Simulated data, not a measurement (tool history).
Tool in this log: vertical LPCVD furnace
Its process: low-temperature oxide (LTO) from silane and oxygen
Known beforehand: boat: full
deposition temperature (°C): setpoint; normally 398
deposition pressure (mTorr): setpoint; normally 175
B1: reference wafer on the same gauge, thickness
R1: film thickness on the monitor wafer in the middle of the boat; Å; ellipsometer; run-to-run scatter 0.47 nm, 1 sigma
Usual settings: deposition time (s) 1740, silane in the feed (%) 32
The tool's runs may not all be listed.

Run 1, day 0.000: usual settings but silane in the feed (%) 34; B1 138.93. Result: R1 1602.3 Å.
Run 2, day 0.592: usual settings but silane in the feed (%) 34; B1 138.95. Result: R1 1602.3 Å.
Run 3, day 1.779: usual settings but silane in the feed (%) 34; B1 138.92. Result: R1 1593.5 Å.
Run 4, day 2.829: usual settings; B1 139.12. Result: R1 1466.7 Å.
Run 5, day 3.483: usual settings; B1 139.00. Result: R1 1454.2 Å.
Run 6, day 4.254: usual settings; B1 139.14. Result: R1 1460.3 Å.
Run 7, day 5.375: usual settings; B1 139.11. Result: R1 1463.4 Å.
Run 8, day 6.850: usual settings; B1 139.20. Result: R1 1472.3 Å.
Run 9, day 7.800: usual settings; B1 139.05. Result: R1 1461.1 Å.
Run 10, day 9.046: usual settings; B1 138.90. Result: R1 1463.6 Å.
Run 11, day 9.554: usual settings; B1 139.00. Result: R1 1448.3 Å.
Run 12, day 10.396: usual settings; B1 139.06. Result: R1 1463.0 Å.
Run 13, day 11.421: usual settings; B1 138.99. Result: R1 1460.6 Å.
Run 14, day 12.833: usual settings; B1 138.90. Result: R1 1464.1 Å.
Run 15, day 17.008: usual settings but deposition time (s) 1950; B1 138.84. Result: R1 1617.2 Å.
Run 16, day 18.079: usual settings; B1 138.75. Result: R1 1453.2 Å.
Run 17, day 19.242: usual settings but deposition time (s) 1920, silane in the feed (%) 37; B1 138.78. Result: R1 1958.1 Å.
Run 18, day 20.142: usual settings; B1 138.81. Result: R1 1456.9 Å.
Run 19, day 21.017: usual settings but deposition temperature (°C) 402; B1 139.10. Result: R1 1520.5 Å.
Run 20, day 23.312: usual settings but deposition pressure (mTorr) 205, deposition time (s) 2400, silane in the feed (%) 27; B1 139.11. Result: R1 1807.1 Å.
Run 21, day 24.679: usual settings but deposition temperature (°C) 393, deposition pressure (mTorr) 210, silane in the feed (%) 36; B1 138.93. Result: R1 1923.0 Å.
Run 22, day 25.929: usual settings but deposition temperature (°C) 409; B1 138.84. Result: R1 1642.2 Å.
Run 23, day 28.079: usual settings but deposition temperature (°C) 409; B1 139.01. Result: R1 1632.4 Å.
Run 24, day 29.317: usual settings but deposition temperature (°C) 387, deposition time (s) 1050, silane in the feed (%) 28; B1 139.03. Result: R1 652.5 Å.
Run 25, day 30.038: usual settings but deposition temperature (°C) 390, deposition pressure (mTorr) 205; B1 138.89. Result: R1 1601.3 Å.
Run 26, day 33.612: usual settings but deposition temperature (°C) 389, deposition pressure (mTorr) 130, silane in the feed (%) 34; B1 138.96. Result: R1 1091.7 Å.
Run 27, day 35.058: usual settings but deposition temperature (°C) 401, silane in the feed (%) 35; B1 139.04. Result: R1 1767.9 Å.
Run 28, day 36.079: usual settings but deposition temperature (°C) 388, deposition pressure (mTorr) 210, silane in the feed (%) 29; B1 139.03. Result: R1 1377.1 Å.
Run 29, day 37.358: usual settings but silane in the feed (%) 28; B1 139.00. Result: R1 1238.9 Å.
Run 30, day 38.708: usual settings but deposition temperature (°C) 386, deposition pressure (mTorr) 155; B1 138.75. Result: R1 1146.3 Å.

Missing from the log above: 4 entries noted between runs. For each, name the pair of listed runs it sits between and say how the tool's hidden condition differs from the listed run just before to the listed run just after:
Runs 19 to 20: gauge calibrated (day 21.304)
  deviation of the silane flow from its setpoint, %: -3.79 -> -3.98
  difference, measured minus the result without the unlogged condition, R1: -58.0 -> -85.1 Å
Runs 20 to 21: pressure gauge zeroed (day 24.625)
  deviation of the silane flow from its setpoint, %: -3.98 -> -4.09
  difference, measured minus the result without the unlogged condition, R1: -85.1 -> -70.9 Å
Runs 23 to 24: thermocouples replaced and temperature profile calibrated (day 29.246); silane flow controller replaced (day 29.296)
  deviation of the silane flow from its setpoint, %: -4.39 -> 0.352
  difference, measured minus the result without the unlogged condition, R1: -71.8 -> +2.6 Å
